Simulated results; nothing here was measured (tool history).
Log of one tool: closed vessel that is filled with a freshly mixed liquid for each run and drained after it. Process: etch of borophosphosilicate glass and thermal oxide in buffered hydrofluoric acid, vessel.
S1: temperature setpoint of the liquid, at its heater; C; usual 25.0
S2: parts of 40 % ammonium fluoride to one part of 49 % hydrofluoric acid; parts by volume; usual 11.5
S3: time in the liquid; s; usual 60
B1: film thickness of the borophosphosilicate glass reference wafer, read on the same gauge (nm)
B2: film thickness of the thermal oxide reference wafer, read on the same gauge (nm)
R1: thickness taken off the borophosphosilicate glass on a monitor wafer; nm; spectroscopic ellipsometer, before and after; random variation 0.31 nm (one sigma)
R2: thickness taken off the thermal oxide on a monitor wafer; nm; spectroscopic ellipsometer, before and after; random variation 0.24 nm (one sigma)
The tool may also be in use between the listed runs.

run	day	S1	S2	S3	B1	B2	R1	R2
1	0.000	23.0	11.5	60	60.00	49.96	127.06	70.55
2	0.721	23.0	11.5	60	60.03	49.98	126.85	70.05
3	1.046	23.0	11.5	60	59.99	50.00	126.72	69.72
4	1.629	28.0	11.5	75	60.01	49.99	207.49	115.29
5	2.096	28.0	11.5	75	60.00	50.03	207.64	115.13
6	2.575	28.0	11.5	75	60.00	50.02	207.48	115.31
7	2.925	25.0	11.5	60	60.00	50.00	141.79	78.66
# day 3.088: gauge calibrated
8	3.242	25.0	14.5	60	59.99	50.00	113.07	62.12
9	3.767	25.0	14.5	60	59.98	49.97	113.30	62.70
10	4.088	25.0	14.5	60	60.00	50.01	113.04	62.69
# day 4.308: thermometer replaced
11	4.688	25.0	11.5	60	59.99	50.00	142.25	78.40
12	5.125	21.0	13.0	45	60.01	50.00	75.91	42.06
# day 5.367: hydrofluoric acid flow meter replaced
13	5.838	25.0	11.5	60	60.01	50.00	149.21	82.00
14	6.533	25.0	15.5	40	59.99	50.03	73.85	41.35
15	7.167	22.5	10.0	45	60.00	50.02	108.17	59.66
# day 7.346: hydrofluoric acid flow meter replaced, repeated, since the last time left the tool worse
16	7.492	25.0	11.5	60	59.98	50.01	130.22	72.29
17	8.188	29.0	11.5	60	59.99	50.00	161.71	88.86
18	8.875	29.5	7.0	35	60.00	50.00	155.52	85.97
19	9.175	25.0	13.5	60	59.99	50.00	111.16	61.62
20	9.738	25.0	11.5	60	59.99	49.98	130.91	72.11
21	10.242	29.0	8.0	35	59.99	49.99	130.82	72.71

4 ways to go on from here, each from the tool as it stands after run 21. What would each give?
A	10.271	25.0	11.5	30	?	?	?	?
B	10.271	21.0	16.0	50	?	?	?	?
C	10.271	25.0	9.5	35	?	?	?	?
D	10.271	29.0	11.5	90	?	?	?	?

run	B1	B2	R1	R2
A	59.98	50.00	65.21	36.09
B	59.98	50.00	63.15	34.93
C	59.98	50.00	89.90	49.69
D	59.98	50.00	241.79	134.11
Without the tool's hidden state the same runs would have given:
run	R1	R2
A	64.69	35.81
B	62.64	34.65
C	89.44	49.44
D	239.87	133.05
